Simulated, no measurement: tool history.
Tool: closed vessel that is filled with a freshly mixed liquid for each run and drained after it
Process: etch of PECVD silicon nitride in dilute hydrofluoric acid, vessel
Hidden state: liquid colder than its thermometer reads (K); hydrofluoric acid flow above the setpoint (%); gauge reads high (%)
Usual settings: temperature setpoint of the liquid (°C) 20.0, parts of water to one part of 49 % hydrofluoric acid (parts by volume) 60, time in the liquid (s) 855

run	hour	temperature setpoint of the liquid (°C)	parts of water to one part of 49 % hydrofluoric acid (parts by volume)	time in the liquid (s)	wafers since the last listed run	hours since the thermometer was replaced	hours since the hydrofluoric acid flow meter was replaced	hours since the gauge calibration	read-back film thickness of the PECVD silicon nitride reference wafer, read on the same gauge (nm)	thickness taken off the PECVD silicon nitride on a monitor wafer (angstrom)
1	0.0	20.0	60	855	0	836.4	70.5	1090.4	99.95	396.1
2	30.2	20.0	60	855	1835	866.6	100.7	1120.6	100.04	397.2
3	44.7	20.0	60	855	881	881.1	115.2	1135.1	100.05	396.7
4	63.6	20.0	60	855	1148	900.0	134.1	1154.0	99.99	394.9
5	83.2	20.0	55	855	1191	919.6	153.7	1173.6	100.01	430.2
# hour 111.7: thermometer replaced
6	112.5	20.0	60	855	1720	0.8	183.0	1202.9	100.04	427.3
7	133.8	20.0	60	855	1294	22.1	204.3	1224.2	99.97	424.4
# hour 139.0: gauge calibrated
8	147.7	17.0	60	1020	844	36.0	218.2	8.7	100.03	417.7
9	175.6	20.0	50	1050	1695	63.9	246.1	36.6	99.99	629.1
10	203.0	17.0	85	855	1665	91.3	273.5	64.0	100.01	247.9
11	225.0	17.0	90	635	1337	113.3	295.5	86.0	100.01	173.2
12	255.7	20.0	45	530	1866	144.0	326.2	116.7	99.99	351.8
13	271.9	18.5	45	1350	984	160.2	342.4	132.9	100.00	800.7
14	302.5	22.5	85	855	1859	190.8	373.0	163.5	100.01	361.3
15	326.7	25.0	75	645	1470	215.0	397.2	187.7	99.98	364.3
16	340.7	24.0	60	1290	850	229.0	411.2	201.7	99.95	849.5
17	359.2	22.0	60	665	1124	247.5	429.7	220.2	99.96	375.7
18	373.7	18.5	70	855	881	262.0	444.2	234.7	99.99	332.7
19	403.5	20.0	60	1020	1811	291.8	474.0	264.5	100.00	506.5
20	421.0	17.0	90	635	1063	309.3	491.5	282.0	100.00	173.7
21	438.8	20.0	60	855	1081	327.1	509.3	299.8	100.02	424.2
22	464.8	20.0	60	855	1580	353.1	535.3	325.8	100.00	426.0
23	487.4	20.0	85	855	1373	375.7	557.9	348.4	99.99	299.5
24	522.9	17.0	45	1300	2157	411.2	593.4	383.9	100.01	676.1
25	546.0	24.5	50	550	1404	434.3	616.5	407.0	100.04	440.5
26	584.9	20.0	60	855	2364	473.2	655.4	445.9	100.01	419.8
27	610.5	20.0	60	565	1556	498.8	681.0	471.5	100.02	275.5
28	629.4	21.5	60	715	1148	517.7	699.9	490.4	100.02	388.3
29	653.6	20.0	60	855	1470	541.9	724.1	514.6	100.00	417.6
30	666.7	22.5	60	855	796	555.0	737.2	527.7	100.05	496.9
31	689.0	21.5	85	855	1355	577.3	759.5	550.0	100.01	328.1

5 ways to go on from here, each from the tool as it stands after run 31. What would each give?
A	689.9	20.0	60	855	54	578.2	760.4	550.9	?	?
B	689.9	20.0	45	855	54	578.2	760.4	550.9	?	?
C	689.9	21.5	60	985	54	578.2	760.4	550.9	?	?
D	689.9	20.0	90	855	54	578.2	760.4	550.9	?	?
E	689.9	17.0	40	855	54	578.2	760.4	550.9	?	?

run	read-back film thickness of the PECVD silicon nitride reference wafer, read on the same gauge (nm)	thickness taken off the PECVD silicon nitride on a monitor wafer (angstrom)
A	99.96	414.9
B	99.96	548.6
C	99.96	530.3
D	99.96	279.5
E	99.96	497.0
Without the tool's hidden state the same runs would have given:
run	thickness taken off the PECVD silicon nitride on a monitor wafer (angstrom)
A	420.8
B	556.7
C	537.5
D	283.3
E	505.0
